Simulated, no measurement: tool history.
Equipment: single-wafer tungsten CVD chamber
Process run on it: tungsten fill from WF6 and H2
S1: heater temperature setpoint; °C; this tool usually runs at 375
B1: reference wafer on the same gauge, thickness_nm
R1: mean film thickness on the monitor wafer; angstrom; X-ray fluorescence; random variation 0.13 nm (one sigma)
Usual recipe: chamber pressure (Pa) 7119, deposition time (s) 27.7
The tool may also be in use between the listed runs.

{"run": 1, "day": 0.0, "S1": 375, "chamber pressure (Pa)": 7119, "deposition time (s)": 27.7, "B1": 64.322, "R1": 726.44}
{"run": 2, "day": 0.321, "S1": 375, "chamber pressure (Pa)": 7119, "deposition time (s)": 27.7, "B1": 64.274, "R1": 729.12}
{"run": 3, "day": 0.604, "S1": 375, "chamber pressure (Pa)": 8373, "deposition time (s)": 29.9, "B1": 64.311, "R1": 834.64}
{"run": 4, "day": 1.258, "S1": 375, "chamber pressure (Pa)": 8373, "deposition time (s)": 29.9, "B1": 64.293, "R1": 839.5}
{"run": 5, "day": 1.708, "S1": 375, "chamber pressure (Pa)": 7119, "deposition time (s)": 32, "B1": 64.317, "R1": 840.96}
{"run": 6, "day": 2.45, "S1": 375, "chamber pressure (Pa)": 7119, "deposition time (s)": 27.7, "B1": 64.289, "R1": 728.33}
{"run": 7, "day": 2.983, "S1": 375, "chamber pressure (Pa)": 7119, "deposition time (s)": 27.7, "B1": 64.324, "R1": 728.82}
{"run": 8, "day": 3.712, "S1": 375, "chamber pressure (Pa)": 7119, "deposition time (s)": 27.7, "B1": 64.278, "R1": 729.87}
{"day": 4.05, "done": "gauge calibrated"}
{"run": 9, "day": 4.375, "S1": 375, "chamber pressure (Pa)": 7119, "deposition time (s)": 27.7, "B1": 64.297, "R1": 729.53}
{"run": 10, "day": 6.6, "S1": 375, "chamber pressure (Pa)": 7119, "deposition time (s)": 27.7, "B1": 64.313, "R1": 731.02}
{"run": 11, "day": 7.012, "S1": 384, "chamber pressure (Pa)": 7119, "deposition time (s)": 27.7, "B1": 64.277, "R1": 898.64}
{"run": 12, "day": 7.429, "S1": 384, "chamber pressure (Pa)": 7119, "deposition time (s)": 27.7, "B1": 64.293, "R1": 899.69}
{"run": 13, "day": 8.121, "S1": 384, "chamber pressure (Pa)": 7119, "deposition time (s)": 27.7, "B1": 64.274, "R1": 898.65}
{"day": 9.083, "done": "showerhead replaced"}
{"run": 14, "day": 9.104, "S1": 375, "chamber pressure (Pa)": 7119, "deposition time (s)": 27.7, "B1": 64.315, "R1": 733.17}
{"run": 15, "day": 9.408, "S1": 381, "chamber pressure (Pa)": 8786, "deposition time (s)": 30.3, "B1": 64.287, "R1": 1000.39}
{"day": 9.929, "done": "capacitance manometer re-zeroed and calibrated"}
{"run": 16, "day": 10.388, "S1": 388, "chamber pressure (Pa)": 5933, "deposition time (s)": 26.1, "B1": 64.3, "R1": 835.17}
{"run": 17, "day": 10.879, "S1": 388, "chamber pressure (Pa)": 5933, "deposition time (s)": 26.1, "B1": 64.306, "R1": 837.84}
{"run": 18, "day": 11.321, "S1": 375, "chamber pressure (Pa)": 7119, "deposition time (s)": 27.7, "B1": 64.296, "R1": 716.48}
{"run": 19, "day": 11.65, "S1": 363, "chamber pressure (Pa)": 7119, "deposition time (s)": 27.7, "B1": 64.339, "R1": 539.44}
{"run": 20, "day": 12.192, "S1": 375, "chamber pressure (Pa)": 7119, "deposition time (s)": 27.7, "B1": 64.275, "R1": 717.94}
{"run": 21, "day": 12.554, "S1": 375, "chamber pressure (Pa)": 8386, "deposition time (s)": 30.1, "B1": 64.318, "R1": 833.48}
{"run": 22, "day": 13.038, "S1": 375, "chamber pressure (Pa)": 7119, "deposition time (s)": 27.7, "B1": 64.311, "R1": 717.17}
{"run": 23, "day": 13.517, "S1": 383, "chamber pressure (Pa)": 8559, "deposition time (s)": 24.8, "B1": 64.281, "R1": 829.44}
{"day": 14.575, "done": "thermocouple changed; heater temperature recalibrated"}
{"run": 24, "day": 14.9, "S1": 379, "chamber pressure (Pa)": 7826, "deposition time (s)": 25.3, "B1": 64.284, "R1": 700.88}
{"run": 25, "day": 15.504, "S1": 389, "chamber pressure (Pa)": 7119, "deposition time (s)": 24.9, "B1": 64.313, "R1": 833.3}
{"run": 26, "day": 16.104, "S1": 379, "chamber pressure (Pa)": 8719, "deposition time (s)": 24.2, "B1": 64.311, "R1": 703.3}
{"day": 16.458, "done": "gauge calibrated"}
{"run": 27, "day": 16.796, "S1": 375, "chamber pressure (Pa)": 8026, "deposition time (s)": 25.3, "B1": 64.315, "R1": 647.65}
{"run": 28, "day": 17.512, "S1": 375, "chamber pressure (Pa)": 7119, "deposition time (s)": 27.7, "B1": 64.309, "R1": 676.42}
{"run": 29, "day": 18.042, "S1": 375, "chamber pressure (Pa)": 7119, "deposition time (s)": 31.4, "B1": 64.282, "R1": 763.63}
{"run": 30, "day": 18.533, "S1": 363, "chamber pressure (Pa)": 6586, "deposition time (s)": 27.7, "B1": 64.277, "R1": 491.26}
{"run": 31, "day": 18.946, "S1": 383, "chamber pressure (Pa)": 6546, "deposition time (s)": 23.2, "B1": 64.302, "R1": 660.27}
{"run": 32, "day": 19.471, "S1": 368, "chamber pressure (Pa)": 8719, "deposition time (s)": 27.7, "B1": 64.322, "R1": 621.54}
{"run": 33, "day": 19.858, "S1": 387, "chamber pressure (Pa)": 5680, "deposition time (s)": 29.9, "B1": 64.293, "R1": 879.64}

Pick out some run-to-run changes in R1. Of each, how much would a tool without hidden state show as well, from the settings, what came in and chance, and how much is left for the hidden state and any gauge scatter not in both results compared?
What the log doesn't record here: wafer temperature above the value expected at the setpoint (K); true pressure above the setpoint (%); gauge reads high (%).
Run 14 -> 15: S1 375 -> 381, chamber pressure (Pa) 7119 -> 8786, deposition time (s) 27.7 -> 30.3. R1 +267.22 angstrom: hidden state +23.12, all else +244.1.
Run 15 -> 16: S1 381 -> 388, chamber pressure (Pa) 8786 -> 5933, deposition time (s) 30.3 -> 26.1, capacitance manometer re-zeroed and calibrated. R1 -165.22 angstrom: hidden state -35.61, all else -129.61.
Run 23 -> 24: S1 383 -> 379, chamber pressure (Pa) 8559 -> 7826, deposition time (s) 24.8 -> 25.3, thermocouple changed; heater temperature recalibrated. R1 -128.56 angstrom: hidden state -49.69, all else -78.87.
Run 29 -> 30: S1 375 -> 363, chamber pressure (Pa) 7119 -> 6586, deposition time (s) 31.4 -> 27.7. R1 -272.37 angstrom: hidden state -5.22, all else -267.15.
Run 32 -> 33: S1 368 -> 387, chamber pressure (Pa) 8719 -> 5680, deposition time (s) 27.7 -> 29.9. R1 +258.1 angstrom: hidden state +5.92, all else +252.18.

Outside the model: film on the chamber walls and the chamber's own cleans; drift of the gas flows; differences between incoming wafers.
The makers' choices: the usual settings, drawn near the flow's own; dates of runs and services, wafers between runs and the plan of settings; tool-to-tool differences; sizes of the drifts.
